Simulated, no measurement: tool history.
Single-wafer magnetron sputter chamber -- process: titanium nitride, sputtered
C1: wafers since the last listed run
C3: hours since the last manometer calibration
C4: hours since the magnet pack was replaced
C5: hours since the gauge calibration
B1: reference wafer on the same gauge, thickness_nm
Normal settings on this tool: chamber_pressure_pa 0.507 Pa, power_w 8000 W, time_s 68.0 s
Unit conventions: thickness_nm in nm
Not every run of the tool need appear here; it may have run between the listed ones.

Run 1, hour 0.0: usual settings; C1 0; wafers on the sputter target 4944; C3 328.4; C4 3480.7; C5 1298.5; B1 87.988. Result: thickness_nm 104.414 nm.
Run 2, hour 36.3: usual settings but chamber_pressure_pa 0.410 Pa; C1 513; wafers on the sputter target 5457; C3 364.7; C4 3517.0; C5 1334.8; B1 88.023. Result: thickness_nm 108.254 nm.
Run 3, hour 73.2: usual settings but chamber_pressure_pa 0.410 Pa; C1 521; wafers on the sputter target 5979; C3 401.6; C4 3553.9; C5 1371.7; B1 87.968. Result: thickness_nm 108.536 nm.
Run 4, hour 135.5: usual settings but chamber_pressure_pa 0.410 Pa; C1 880; wafers on the sputter target 6859; C3 463.9; C4 3616.2; C5 1434.0; B1 88.042. Result: thickness_nm 108.197 nm.
Run 5, hour 209.4: usual settings; C1 1044; wafers on the sputter target 7904; C3 537.8; C4 3690.1; C5 1507.9; B1 87.989. Result: thickness_nm 104.240 nm.
Run 6, hour 279.0: usual settings; C1 983; wafers on the sputter target 8888; C3 607.4; C4 3759.7; C5 1577.5; B1 88.091. Result: thickness_nm 103.985 nm.
At hour 298.7: sputter target and shields replaced.
Run 7, hour 536.1: usual settings; C1 3521; wafers on the sputter target 3356; C3 864.5; C4 4016.8; C5 1834.6; B1 87.996. Result: thickness_nm 106.451 nm.
Run 8, hour 604.3: usual settings; C1 964; wafers on the sputter target 4320; C3 932.7; C4 4085.0; C5 1902.8; B1 88.028. Result: thickness_nm 105.690 nm.
Run 9, hour 710.5: usual settings; C1 1501; wafers on the sputter target 5821; C3 1038.9; C4 4191.2; C5 2009.0; B1 88.033. Result: thickness_nm 105.949 nm.
At hour 760.0: capacitance manometer re-zeroed and calibrated.
Run 10, hour 762.5: usual settings; C1 622; wafers on the sputter target 6443; C3 2.5; C4 4243.2; C5 2061.0; B1 88.030. Result: thickness_nm 103.494 nm.
At hour 802.7: magnet pack replaced.
Run 11, hour 803.6: usual settings; C1 467; wafers on the sputter target 6911; C3 43.6; C4 0.9; C5 2102.1; B1 88.045. Result: thickness_nm 103.298 nm.
Run 12, hour 903.6: usual settings; C1 1413; wafers on the sputter target 8325; C3 143.6; C4 100.9; C5 2202.1; B1 88.082. Result: thickness_nm 103.381 nm.
Run 13, hour 955.0: usual settings; C1 726; wafers on the sputter target 9051; C3 195.0; C4 152.3; C5 2253.5; B1 88.030. Result: thickness_nm 102.351 nm.
Run 14, hour 1019.8: usual settings; C1 916; wafers on the sputter target 9967; C3 259.8; C4 217.1; C5 2318.3; B1 88.012. Result: thickness_nm 102.602 nm.
At hour 1032.6: sputter target and shields replaced.
Run 15, hour 1117.0: usual settings but power_w 8700 W; C1 1260; wafers on the sputter target 1192; C3 357.0; C4 314.3; C5 2415.5; B1 87.836. Result: thickness_nm 115.354 nm.
Run 16, hour 1187.5: usual settings but chamber_pressure_pa 0.438 Pa, time_s 55.5 s; C1 996; wafers on the sputter target 2189; C3 427.5; C4 384.8; C5 2486.0; B1 87.996. Result: thickness_nm 88.075 nm.
Run 17, hour 1228.5: usual settings but chamber_pressure_pa 0.455 Pa, power_w 8950 W, time_s 72.4 s; C1 579; wafers on the sputter target 2768; C3 468.5; C4 425.8; C5 2527.0; B1 87.996. Result: thickness_nm 128.243 nm.
Run 18, hour 1269.3: usual settings but power_w 8600 W, time_s 63.6 s; C1 576; wafers on the sputter target 3345; C3 509.3; C4 466.6; C5 2567.8; B1 87.914. Result: thickness_nm 105.870 nm.
Run 19, hour 1328.9: usual settings but power_w 7200 W, time_s 78.7 s; C1 842; wafers on the sputter target 4188; C3 568.9; C4 526.2; C5 2627.4; B1 87.905. Result: thickness_nm 109.342 nm.
Run 20, hour 1570.1: usual settings; C1 3409; wafers on the sputter target 7597; C3 810.1; C4 767.4; C5 2868.6; B1 88.029. Result: thickness_nm 104.259 nm.
At hour 1632.8: sputter target and shields replaced.
Run 21, hour 1636.5: usual settings but chamber_pressure_pa 0.418 Pa, power_w 7500 W, time_s 74.4 s; C1 825; wafers on the sputter target 52; C3 876.5; C4 833.8; C5 2935.0; B1 88.005. Result: thickness_nm 113.391 nm.
Run 22, hour 1731.6: usual settings; C1 1344; wafers on the sputter target 1396; C3 971.6; C4 928.9; C5 3030.1; B1 88.027. Result: thickness_nm 106.946 nm.
Run 23, hour 1807.8: usual settings but chamber_pressure_pa 0.452 Pa, power_w 9900 W, time_s 79.7 s; C1 1077; wafers on the sputter target 2473; C3 1047.8; C4 1005.1; C5 3106.3; B1 88.010. Result: thickness_nm 158.464 nm.
Run 24, hour 1910.0: usual settings but chamber_pressure_pa 0.692 Pa, power_w 8750 W, time_s 72.8 s; C1 1444; wafers on the sputter target 3918; C3 1150.0; C4 1107.3; C5 3208.5; B1 87.919. Result: thickness_nm 117.093 nm.
At hour 1974.2: capacitance manometer re-zeroed and calibrated.
At hour 1989.0: gauge calibrated.
Run 25, hour 2110.1: usual settings but chamber_pressure_pa 0.400 Pa, power_w 9850 W, time_s 63.4 s; C1 2715; wafers on the sputter target 6634; C3 135.9; C4 1307.4; C5 121.1; B1 88.079. Result: thickness_nm 125.176 nm.
Run 26, hour 2199.8: usual settings but chamber_pressure_pa 0.581 Pa; C1 1268; wafers on the sputter target 7902; C3 225.6; C4 1397.1; C5 210.8; B1 88.036. Result: thickness_nm 101.118 nm.
Run 27, hour 2276.0: usual settings; C1 1077; wafers on the sputter target 8979; C3 301.8; C4 1473.3; C5 287.0; B1 88.036. Result: thickness_nm 103.875 nm.
Run 28, hour 2339.5: usual settings; C1 897; wafers on the sputter target 9877; C3 365.3; C4 1536.8; C5 350.5; B1 88.103. Result: thickness_nm 103.485 nm.
At hour 2348.3: sputter target and shields replaced.
Run 29, hour 2446.1: usual settings; C1 1393; wafers on the sputter target 1382; C3 471.9; C4 1643.4; C5 457.1; B1 87.899. Result: thickness_nm 105.845 nm.
Run 30, hour 2519.0: usual settings but chamber_pressure_pa 0.410 Pa; C1 1030; wafers on the sputter target 2413; C3 544.8; C4 1716.3; C5 530.0; B1 88.059. Result: thickness_nm 109.276 nm.
Run 31, hour 2567.5: usual settings but chamber_pressure_pa 0.451 Pa, power_w 8750 W, time_s 63.1 s; C1 685; wafers on the sputter target 3099; C3 593.3; C4 1764.8; C5 578.5; B1 87.943. Result: thickness_nm 109.841 nm.
Run 32, hour 2673.3: usual settings but chamber_pressure_pa 0.692 Pa; C1 1495; wafers on the sputter target 4594; C3 699.1; C4 1870.6; C5 684.3; B1 88.039. Result: thickness_nm 98.411 nm.
Run 33, hour 2750.7: usual settings but power_w 9600 W; C1 1094; wafers on the sputter target 5688; C3 776.5; C4 1948.0; C5 761.7; B1 87.989. Result: thickness_nm 126.268 nm.
Run 34, hour 2788.6: usual settings but power_w 7350 W, time_s 57.6 s; C1 535; wafers on the sputter target 6224; C3 814.4; C4 1985.9; C5 799.6; B1 88.046. Result: thickness_nm 81.793 nm.
Run 35, hour 2865.1: usual settings; C1 1081; wafers on the sputter target 7306; C3 890.9; C4 2062.4; C5 876.1; B1 88.103. Result: thickness_nm 105.065 nm.

Each row is a separate what-if for the run after 35, all from the same tool condition, not one after another. Results?
Run A, hour 2865.5: usual settings but chamber_pressure_pa 0.365 Pa; C1 5; wafers on the sputter target 7311; C3 891.3; C4 2062.8; C5 876.5; B1 ?. Result: thickness_nm ?.
Run B, hour 2865.5: usual settings but chamber_pressure_pa 0.650 Pa, time_s 71.7 s; C1 5; wafers on the sputter target 7311; C3 891.3; C4 2062.8; C5 876.5; B1 ?. Result: thickness_nm ?.
Run C, hour 2865.5: usual settings but power_w 7450 W; C1 5; wafers on the sputter target 7311; C3 891.3; C4 2062.8; C5 876.5; B1 ?. Result: thickness_nm ?.

run      B1  thickness_nm
  A  88.011       110.781
  B  88.011       105.375
  C  88.011        97.955
Had the tool no hidden state, the same runs would have come out as:
run  thickness_nm
  A       111.893
  B       105.192
  C        98.349

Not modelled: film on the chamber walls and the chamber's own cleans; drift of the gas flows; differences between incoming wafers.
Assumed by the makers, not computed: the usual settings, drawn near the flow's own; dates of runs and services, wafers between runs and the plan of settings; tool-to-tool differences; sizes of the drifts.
